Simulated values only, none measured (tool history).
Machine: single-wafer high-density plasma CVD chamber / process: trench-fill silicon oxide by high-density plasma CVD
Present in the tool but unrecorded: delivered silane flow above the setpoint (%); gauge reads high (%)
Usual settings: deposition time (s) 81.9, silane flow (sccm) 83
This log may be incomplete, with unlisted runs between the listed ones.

run	hour	deposition time (s)	silane flow (sccm)	wafers since the last listed run	hours since the silane flow controller was replaced	hours since the gauge calibration	read-back reference wafer on the same gauge, thickness_nm	mean film thickness on the monitor wafer (nm)
1	0	81.9	83	0	2720.2	165.5	749.33	713.243
2	13.8	81.9	83	178	2734	179.3	748.856	712.715
3	29.1	81.9	83	198	2749.3	194.6	749.471	715.511
4	37	81.9	83	102	2757.2	202.5	748.96	714.759
5	49.5	81.9	83	162	2769.7	215	749.041	712.516
6	63.4	74.8	83	180	2783.6	228.9	749.082	652.717
7	80.9	74.8	83	226	2801.1	246.4	748.989	654.028
8	95.9	74.8	83	194	2816.1	261.4	749.174	655.775
9	113.2	70.7	94	224	2833.4	278.7	749.025	699.449
# hour 118.1: gauge calibrated
# hour 132.9: silane flow controller replaced
10	138.9	70.7	94	229	6	20.8	748.848	661.33
11	155.2	81.9	90	211	22.3	37.1	748.928	732.763
12	165.7	73.1	70	136	32.8	47.6	748.976	508.347
13	173.1	72.3	83	95	40.2	55	748.832	596.308
14	189.3	81.9	83	209	56.4	71.2	749.141	676.271
15	197	65.8	67	99	64.1	78.9	749.097	438.467
16	206.2	76.4	98	119	73.3	88.1	749.174	743.182
17	221.3	76.4	98	195	88.4	103.2	749.214	744.045
18	229.8	69.6	83	110	96.9	111.7	749.305	573.876
19	240.9	90.6	97	143	108	122.8	748.831	875.236
20	256.9	93.9	83	207	124	138.8	749.08	773.192
21	274.8	69.9	97	231	141.9	156.7	748.983	673.581

Predict each of these 3 candidate next runs independently; none follows another, all start after run 21:
A	275.2	81.9	83	5	142.3	157.1	?	?
B	275.2	74.7	69	5	142.3	157.1	?	?
C	275.2	81.9	73	5	142.3	157.1	?	?

run	read-back reference wafer on the same gauge, thickness_nm	mean film thickness on the monitor wafer (nm)
A	749.145	677.405
B	749.145	513.637
C	749.145	595.79
The same runs, with their run-to-run variation unchanged, on a tool lacking any hidden condition would have given:
run	mean film thickness on the monitor wafer (nm)
A	674.378
B	511.342
C	593.128
